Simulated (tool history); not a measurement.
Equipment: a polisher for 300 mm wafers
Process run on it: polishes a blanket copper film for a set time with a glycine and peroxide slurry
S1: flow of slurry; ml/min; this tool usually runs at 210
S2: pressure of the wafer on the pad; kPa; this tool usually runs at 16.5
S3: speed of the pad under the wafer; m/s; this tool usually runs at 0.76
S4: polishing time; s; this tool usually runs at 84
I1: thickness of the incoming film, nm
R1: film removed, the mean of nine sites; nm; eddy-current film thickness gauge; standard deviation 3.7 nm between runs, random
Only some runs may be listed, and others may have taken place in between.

run,hour,S1,S2,S3,S4,I1,R1
1,0.0,210,16.5,0.76,84,936.1,425.6
2,92.4,175,16.5,0.76,84,907.8,418.0
3,145.6,210,16.5,0.76,84,906.7,418.8
# hour 185.1: worn pad replaced by a new one
# hour 195.5: head pressure recalibrated
4,207.1,210,16.5,0.76,84,926.9,398.8
5,267.6,210,16.5,0.76,84,919.9,411.8
6,374.5,210,16.5,0.76,84,931.3,421.0
# hour 395.5: worn pad replaced by a new one
7,496.5,210,16.5,0.76,84,925.1,425.3
# hour 538.9: head pressure recalibrated
8,576.9,210,16.5,0.52,71,902.9,276.1
# hour 605.0: slurry nozzle cleaned
9,640.5,210,16.5,0.76,111,928.0,555.7
# hour 645.9: worn pad replaced by a new one
10,726.3,210,16.5,0.76,96,920.6,476.6
# hour 874.3: worn pad replaced by a new one
# hour 878.2: head pressure recalibrated
11,982.1,210,16.5,1.00,75,917.0,441.3
12,1031.5,210,16.5,0.76,84,905.6,422.7
# hour 1091.6: worn pad replaced by a new one
13,1110.0,155,15.2,0.62,98,916.7,405.3
14,1146.8,210,17.9,0.76,84,918.9,453.7

Here are 5 independent what-if runs from the current tool condition. What would each one return?
A,1147.2,210,16.5,0.76,84,916.4,?
B,1147.2,210,16.5,0.76,98,916.4,?
C,1147.2,275,11.7,0.88,72,916.4,?
D,1147.2,260,13.1,0.76,66,916.4,?
E,1147.2,245,16.5,0.76,84,916.4,?

run,R1
A,415.4
B,484.6
C,308.8
D,280.5
E,422.7
Without the tool's hidden state the same runs would have given:
run,R1
A,389.7
B,454.7
C,290.8
D,264.2
E,396.5

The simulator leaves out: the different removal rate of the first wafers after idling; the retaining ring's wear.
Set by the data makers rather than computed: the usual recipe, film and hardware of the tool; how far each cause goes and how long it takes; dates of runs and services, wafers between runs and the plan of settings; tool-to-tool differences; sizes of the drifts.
